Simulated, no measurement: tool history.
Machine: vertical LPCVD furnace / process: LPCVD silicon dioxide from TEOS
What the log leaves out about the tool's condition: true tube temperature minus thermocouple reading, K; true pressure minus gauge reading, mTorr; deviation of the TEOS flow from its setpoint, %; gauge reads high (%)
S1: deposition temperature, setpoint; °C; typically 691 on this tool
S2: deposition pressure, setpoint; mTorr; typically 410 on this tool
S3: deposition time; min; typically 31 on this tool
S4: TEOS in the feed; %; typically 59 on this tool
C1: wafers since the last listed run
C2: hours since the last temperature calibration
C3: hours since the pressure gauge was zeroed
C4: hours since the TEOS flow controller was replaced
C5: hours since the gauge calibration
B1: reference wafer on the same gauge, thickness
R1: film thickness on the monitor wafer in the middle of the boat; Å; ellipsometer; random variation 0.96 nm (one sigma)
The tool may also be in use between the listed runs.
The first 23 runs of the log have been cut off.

{"run": 24, "hour": 1826.2, "S1": 682, "S2": 410, "S3": 31, "S4": 59, "C1": 1460, "C2": 225.4, "C3": 1073.8, "C4": 557.1, "C5": 1377.3, "B1": 170.07, "R1": 1574}
{"run": 25, "hour": 1863.7, "S1": 691, "S2": 410, "S3": 38.5, "S4": 59, "C1": 631, "C2": 262.9, "C3": 1111.3, "C4": 594.6, "C5": 1414.8, "B1": 169.89, "R1": 2431.3}
{"run": 26, "hour": 1951.2, "S1": 691, "S2": 380, "S3": 39, "S4": 50, "C1": 1472, "C2": 350.4, "C3": 1198.8, "C4": 682.1, "C5": 1502.3, "B1": 170.04, "R1": 2151.7}
{"run": 27, "hour": 2020.1, "S1": 687, "S2": 410, "S3": 31, "S4": 59, "C1": 1159, "C2": 419.3, "C3": 1267.7, "C4": 751, "C5": 1571.2, "B1": 170.13, "R1": 1771.6}
{"run": 28, "hour": 2063.5, "S1": 683, "S2": 385, "S3": 19, "S4": 66, "C1": 730, "C2": 462.7, "C3": 1311.1, "C4": 794.4, "C5": 1614.6, "B1": 170.26, "R1": 1007.5}
{"run": 29, "hour": 2163.9, "S1": 691, "S2": 410, "S3": 20, "S4": 59, "C1": 1689, "C2": 563.1, "C3": 1411.5, "C4": 894.8, "C5": 1715, "B1": 169.88, "R1": 1262}
{"run": 30, "hour": 2209.3, "S1": 703, "S2": 410, "S3": 31, "S4": 59, "C1": 764, "C2": 608.5, "C3": 1456.9, "C4": 940.2, "C5": 1760.4, "B1": 170.1, "R1": 2573.1}
{"run": 31, "hour": 2271.2, "S1": 701, "S2": 490, "S3": 31, "S4": 59, "C1": 1041, "C2": 670.4, "C3": 1518.8, "C4": 1002.1, "C5": 1822.3, "B1": 170.07, "R1": 2683.7}
{"run": 32, "hour": 2336.4, "S1": 691, "S2": 510, "S3": 31, "S4": 59, "C1": 1097, "C2": 735.6, "C3": 1584, "C4": 1067.3, "C5": 1887.5, "B1": 170.04, "R1": 2181.9}

3 options for the next run, each taken on its own from the tool as it stands now. Forecast them:
{"run": "A", "hour": 2341.3, "S1": 691, "S2": 450, "S3": 31, "S4": 59, "C1": 82, "C2": 740.5, "C3": 1588.9, "C4": 1072.2, "C5": 1892.4, "B1": "?", "R1": "?"}
{"run": "B", "hour": 2341.3, "S1": 685, "S2": 410, "S3": 42.5, "S4": 52, "C1": 82, "C2": 740.5, "C3": 1588.9, "C4": 1072.2, "C5": 1892.4, "B1": "?", "R1": "?"}
{"run": "C", "hour": 2341.3, "S1": 691, "S2": 410, "S3": 31, "S4": 63, "C1": 82, "C2": 740.5, "C3": 1588.9, "C4": 1072.2, "C5": 1892.4, "B1": "?", "R1": "?"}

run=A B1=169.86 R1=2014.4
run=B B1=169.86 R1=2141.7
run=C B1=169.86 R1=1984.1
Without the tool's unlogged condition, the same runs would have read:
run=A R1=2043.6
run=B R1=2175.9
run=C R1=2015.7
